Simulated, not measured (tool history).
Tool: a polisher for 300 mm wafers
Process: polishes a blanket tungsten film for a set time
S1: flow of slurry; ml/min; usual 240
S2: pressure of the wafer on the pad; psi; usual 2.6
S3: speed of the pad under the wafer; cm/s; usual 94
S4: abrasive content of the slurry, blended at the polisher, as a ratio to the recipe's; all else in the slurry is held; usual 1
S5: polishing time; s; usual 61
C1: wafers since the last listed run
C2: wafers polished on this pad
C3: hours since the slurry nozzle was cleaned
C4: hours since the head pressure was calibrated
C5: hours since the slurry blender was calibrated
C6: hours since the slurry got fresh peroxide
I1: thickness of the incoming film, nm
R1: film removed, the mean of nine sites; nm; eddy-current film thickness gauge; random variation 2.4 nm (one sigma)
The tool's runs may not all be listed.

{"run": 1, "hour": 0.0, "S1": 240, "S2": 2.6, "S3": 94, "S4": 1, "S5": 61, "C1": 0, "C2": 1281, "C3": 182.6, "C4": 531.7, "C5": 167.3, "C6": 19.9, "I1": 851.3, "R1": 185.4}
{"run": 2, "hour": 19.8, "S1": 240, "S2": 2.6, "S3": 94, "S4": 1, "S5": 61, "C1": 185, "C2": 1466, "C3": 202.4, "C4": 551.5, "C5": 187.1, "C6": 39.7, "I1": 845.1, "R1": 180.1}
{"hour": 29.9, "done": "worn pad replaced by a new one"}
{"run": 3, "hour": 37.4, "S1": 240, "S2": 2.6, "S3": 94, "S4": 1, "S5": 61, "C1": 127, "C2": 69, "C3": 220, "C4": 569.1, "C5": 204.7, "C6": 57.3, "I1": 857.4, "R1": 188.5}
{"run": 4, "hour": 70.1, "S1": 240, "S2": 2.6, "S3": 94, "S4": 1, "S5": 61, "C1": 305, "C2": 375, "C3": 252.7, "C4": 601.8, "C5": 237.4, "C6": 90, "I1": 854.6, "R1": 184.4}
{"run": 5, "hour": 86.0, "S1": 240, "S2": 2.6, "S3": 94, "S4": 1.15, "S5": 61, "C1": 148, "C2": 524, "C3": 268.6, "C4": 617.7, "C5": 253.3, "C6": 105.9, "I1": 836.1, "R1": 194.4}
{"run": 6, "hour": 116.1, "S1": 240, "S2": 2.6, "S3": 108, "S4": 1, "S5": 48, "C1": 281, "C2": 806, "C3": 298.7, "C4": 647.8, "C5": 283.4, "C6": 136, "I1": 850.6, "R1": 168.1}
{"run": 7, "hour": 138.3, "S1": 240, "S2": 2.6, "S3": 94, "S4": 0.85, "S5": 70, "C1": 207, "C2": 1013, "C3": 320.9, "C4": 670, "C5": 305.6, "C6": 158.2, "I1": 840.7, "R1": 200}
{"run": 8, "hour": 155.6, "S1": 240, "S2": 2.6, "S3": 94, "S4": 1, "S5": 61, "C1": 161, "C2": 1175, "C3": 338.2, "C4": 687.3, "C5": 322.9, "C6": 175.5, "I1": 856, "R1": 183.9}
{"hour": 158.6, "done": "slurry tank refilled with fresh slurry and peroxide"}
{"hour": 181.7, "done": "worn pad replaced by a new one"}
{"hour": 204.4, "done": "slurry blender recalibrated"}
{"hour": 219.5, "done": "head pressure recalibrated"}
{"hour": 230.3, "done": "slurry nozzle cleaned"}
{"run": 9, "hour": 261.4, "S1": 240, "S2": 2.6, "S3": 94, "S4": 1, "S5": 61, "C1": 896, "C2": 698, "C3": 31.1, "C4": 41.9, "C5": 57, "C6": 102.8, "I1": 850, "R1": 185.8}
{"run": 10, "hour": 275.2, "S1": 240, "S2": 2.6, "S3": 94, "S4": 1, "S5": 61, "C1": 129, "C2": 827, "C3": 44.9, "C4": 55.7, "C5": 70.8, "C6": 116.6, "I1": 855.7, "R1": 184}
{"run": 11, "hour": 299.6, "S1": 180, "S2": 3.2, "S3": 62, "S4": 0.9, "S5": 61, "C1": 228, "C2": 1055, "C3": 69.3, "C4": 80.1, "C5": 95.2, "C6": 141, "I1": 840.6, "R1": 138}
{"run": 12, "hour": 317.2, "S1": 240, "S2": 2.6, "S3": 94, "S4": 0.85, "S5": 41, "C1": 164, "C2": 1220, "C3": 86.9, "C4": 97.7, "C5": 112.8, "C6": 158.6, "I1": 861.2, "R1": 117.9}
{"hour": 333.8, "done": "slurry tank refilled with fresh slurry and peroxide"}
{"hour": 342.9, "done": "worn pad replaced by a new one"}
{"run": 13, "hour": 350.9, "S1": 240, "S2": 2.6, "S3": 94, "S4": 1, "S5": 61, "C1": 268, "C2": 74, "C3": 120.6, "C4": 131.4, "C5": 146.5, "C6": 17.1, "I1": 851.5, "R1": 188.3}
{"run": 14, "hour": 365.0, "S1": 240, "S2": 2.6, "S3": 94, "S4": 1, "S5": 61, "C1": 131, "C2": 206, "C3": 134.7, "C4": 145.5, "C5": 160.6, "C6": 31.2, "I1": 856.7, "R1": 189.1}
{"run": 15, "hour": 400.4, "S1": 170, "S2": 2.6, "S3": 94, "S4": 1, "S5": 46, "C1": 331, "C2": 538, "C3": 170.1, "C4": 180.9, "C5": 196, "C6": 66.6, "I1": 858.9, "R1": 136.4}
{"run": 16, "hour": 420.6, "S1": 240, "S2": 2.3, "S3": 108, "S4": 1.1, "S5": 61, "C1": 188, "C2": 727, "C3": 190.3, "C4": 201.1, "C5": 216.2, "C6": 86.8, "I1": 847.6, "R1": 190.3}
{"run": 17, "hour": 450.9, "S1": 240, "S2": 2.3, "S3": 94, "S4": 1, "S5": 80, "C1": 283, "C2": 1010, "C3": 220.6, "C4": 231.4, "C5": 246.5, "C6": 117.1, "I1": 846.6, "R1": 219.2}
{"run": 18, "hour": 481.7, "S1": 240, "S2": 2.6, "S3": 94, "S4": 1, "S5": 61, "C1": 288, "C2": 1298, "C3": 251.4, "C4": 262.2, "C5": 277.3, "C6": 147.9, "I1": 849, "R1": 184.7}
{"hour": 507.5, "done": "worn pad replaced by a new one"}
{"run": 19, "hour": 514.6, "S1": 160, "S2": 2.6, "S3": 84, "S4": 1, "S5": 55, "C1": 270, "C2": 66, "C3": 284.3, "C4": 295.1, "C5": 310.2, "C6": 180.8, "I1": 850.1, "R1": 148.9}
{"hour": 521.4, "done": "slurry tank refilled with fresh slurry and peroxide"}
{"run": 20, "hour": 541.1, "S1": 240, "S2": 2.6, "S3": 94, "S4": 1, "S5": 61, "C1": 238, "C2": 304, "C3": 310.8, "C4": 321.6, "C5": 336.7, "C6": 19.7, "I1": 846.3, "R1": 186.5}
{"hour": 554.7, "done": "slurry blender recalibrated"}
{"run": 21, "hour": 555.0, "S1": 240, "S2": 2.4, "S3": 94, "S4": 1, "S5": 61, "C1": 111, "C2": 415, "C3": 324.7, "C4": 335.5, "C5": 0.3, "C6": 33.6, "I1": 844.4, "R1": 175}
{"run": 22, "hour": 585.8, "S1": 220, "S2": 1.8, "S3": 118, "S4": 1, "S5": 76, "C1": 288, "C2": 704, "C3": 355.5, "C4": 366.3, "C5": 31.1, "C6": 64.4, "I1": 866.9, "R1": 201.2}
{"run": 23, "hour": 606.4, "S1": 240, "S2": 2.6, "S3": 112, "S4": 1, "S5": 61, "C1": 192, "C2": 896, "C3": 376.1, "C4": 386.9, "C5": 51.7, "C6": 85, "I1": 853.2, "R1": 215.7}
{"run": 24, "hour": 622.3, "S1": 240, "S2": 2.6, "S3": 94, "S4": 1, "S5": 61, "C1": 148, "C2": 1045, "C3": 392, "C4": 402.8, "C5": 67.6, "C6": 100.9, "I1": 840.4, "R1": 183.2}
{"hour": 636.9, "done": "slurry nozzle cleaned"}
{"run": 25, "hour": 638.9, "S1": 280, "S2": 2.6, "S3": 112, "S4": 1, "S5": 52, "C1": 145, "C2": 1191, "C3": 2, "C4": 419.4, "C5": 84.2, "C6": 117.5, "I1": 854.8, "R1": 188}

Forecast each of these 5 alternatives for the next run:
{"run": "A", "hour": 639.3, "S1": 240, "S2": 2.1, "S3": 94, "S4": 1, "S5": 61, "C1": 3, "C2": 1195, "C3": 2.4, "C4": 419.8, "C5": 84.6, "C6": 117.9, "I1": 853.5, "R1": "?"}
{"run": "B", "hour": 639.3, "S1": 165, "S2": 2.6, "S3": 94, "S4": 1.25, "S5": 61, "C1": 3, "C2": 1195, "C3": 2.4, "C4": 419.8, "C5": 84.6, "C6": 117.9, "I1": 853.5, "R1": "?"}
{"run": "C", "hour": 639.3, "S1": 290, "S2": 2.6, "S3": 122, "S4": 0.9, "S5": 61, "C1": 3, "C2": 1195, "C3": 2.4, "C4": 419.8, "C5": 84.6, "C6": 117.9, "I1": 853.5, "R1": "?"}
{"run": "D", "hour": 639.3, "S1": 240, "S2": 2.6, "S3": 122, "S4": 1, "S5": 52, "C1": 3, "C2": 1195, "C3": 2.4, "C4": 419.8, "C5": 84.6, "C6": 117.9, "I1": 853.5, "R1": "?"}
{"run": "E", "hour": 639.3, "S1": 240, "S2": 2.6, "S3": 94, "S4": 0.7, "S5": 44, "C1": 3, "C2": 1195, "C3": 2.4, "C4": 419.8, "C5": 84.6, "C6": 117.9, "I1": 853.5, "R1": "?"}

run=A R1=145.3
run=B R1=184.7
run=C R1=230.1
run=D R1=199
run=E R1=116.6
Without the tool's hidden state the same runs would have given:
run=A R1=150.7
run=B R1=191.6
run=C R1=238.6
run=D R1=206.4
run=E R1=120.9
